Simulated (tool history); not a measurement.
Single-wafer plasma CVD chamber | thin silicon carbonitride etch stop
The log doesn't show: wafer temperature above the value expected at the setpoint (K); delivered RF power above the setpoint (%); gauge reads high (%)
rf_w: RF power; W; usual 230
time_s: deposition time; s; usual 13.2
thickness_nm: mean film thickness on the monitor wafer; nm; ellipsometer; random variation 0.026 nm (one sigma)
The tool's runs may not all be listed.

| run | hour | rf_w | time_s | wafers since the last listed run | hours since the last thermocouple change | hours since the last RF generator calibration | hours since the showerhead was replaced | hours since the gauge calibration | read-back reference wafer on the same gauge, thickness_nm | thickness_nm |
|---|---|---|---|---|---|---|---|---|---|---|
| 1 | 0.0 | 230 | 14.3 | 0 | 1267.3 | 677.4 | 4944.4 | 1172.4 | 9.888 | 9.090 |
| 2 | 102.7 | 230 | 14.5 | 4269 | 1370.0 | 780.1 | 5047.1 | 1275.1 | 9.889 | 9.175 |
| 3 | 140.7 | 230 | 14.5 | 1579 | 1408.0 | 818.1 | 5085.1 | 1313.1 | 9.895 | 9.129 |
| 4 | 183.0 | 195 | 11.1 | 1758 | 1450.3 | 860.4 | 5127.4 | 1355.4 | 9.885 | 6.704 |
| 5 | 232.9 | 230 | 13.2 | 2074 | 1500.2 | 910.3 | 5177.3 | 1405.3 | 9.889 | 8.327 |
| 6 | 325.8 | 230 | 13.2 | 3861 | 1593.1 | 1003.2 | 5270.2 | 1498.2 | 9.884 | 8.335 |
|  | 468.6 | thermocouple changed; heater temperature recalibrated |
|  | 472.6 | gauge calibrated |
|  | 503.1 | RF generator calibrated |
| 7 | 532.3 | 230 | 13.2 | 7919 | 63.7 | 29.2 | 5476.7 | 59.7 | 9.892 | 8.516 |
| 8 | 625.9 | 230 | 13.2 | 3890 | 157.3 | 122.8 | 5570.3 | 153.3 | 9.885 | 8.467 |
| 9 | 731.9 | 230 | 13.2 | 4406 | 263.3 | 228.8 | 5676.3 | 259.3 | 9.885 | 8.426 |
|  | 812.8 | showerhead replaced, of another model than before |
| 10 | 813.3 | 230 | 10.8 | 3051 | 344.7 | 310.2 | 0.5 | 340.7 | 9.890 | 6.952 |
| 11 | 854.5 | 230 | 14.8 | 1712 | 385.9 | 351.4 | 41.7 | 381.9 | 9.889 | 9.488 |
| 12 | 957.3 | 275 | 13.2 | 4273 | 488.7 | 454.2 | 144.5 | 484.7 | 9.893 | 8.706 |
| 13 | 993.9 | 220 | 13.2 | 1521 | 525.3 | 490.8 | 181.1 | 521.3 | 9.881 | 8.403 |
| 14 | 1144.1 | 195 | 11.6 | 6243 | 675.5 | 641.0 | 331.3 | 671.5 | 9.889 | 7.258 |
| 15 | 1202.3 | 230 | 13.2 | 2419 | 733.7 | 699.2 | 389.5 | 729.7 | 9.891 | 8.437 |
| 16 | 1274.3 | 230 | 13.2 | 2993 | 805.7 | 771.2 | 461.5 | 801.7 | 9.888 | 8.460 |
| 17 | 1339.3 | 205 | 14.7 | 2702 | 870.7 | 836.2 | 526.5 | 866.7 | 9.889 | 9.219 |
| 18 | 1377.0 | 250 | 15.3 | 1567 | 908.4 | 873.9 | 564.2 | 904.4 | 9.885 | 9.891 |

4 ways to go on from here, each from the tool as it stands after run 18. What would each give?
| A | 1377.4 | 250 | 13.2 | 16 | 908.8 | 874.3 | 564.6 | 904.8 | ? | ? |
| B | 1377.4 | 255 | 10.8 | 16 | 908.8 | 874.3 | 564.6 | 904.8 | ? | ? |
| C | 1377.4 | 185 | 14.5 | 16 | 908.8 | 874.3 | 564.6 | 904.8 | ? | ? |
| D | 1377.4 | 195 | 11.5 | 16 | 908.8 | 874.3 | 564.6 | 904.8 | ? | ? |

| run | read-back reference wafer on the same gauge, thickness_nm | thickness_nm |
|---|---|---|
| A | 9.891 | 8.537 |
| B | 9.891 | 7.006 |
| C | 9.891 | 8.997 |
| D | 9.891 | 7.184 |
Without the tool's hidden state the same runs would have given:
| run | thickness_nm |
|---|---|
| A | 8.622 |
| B | 7.076 |
| C | 9.086 |
| D | 7.256 |

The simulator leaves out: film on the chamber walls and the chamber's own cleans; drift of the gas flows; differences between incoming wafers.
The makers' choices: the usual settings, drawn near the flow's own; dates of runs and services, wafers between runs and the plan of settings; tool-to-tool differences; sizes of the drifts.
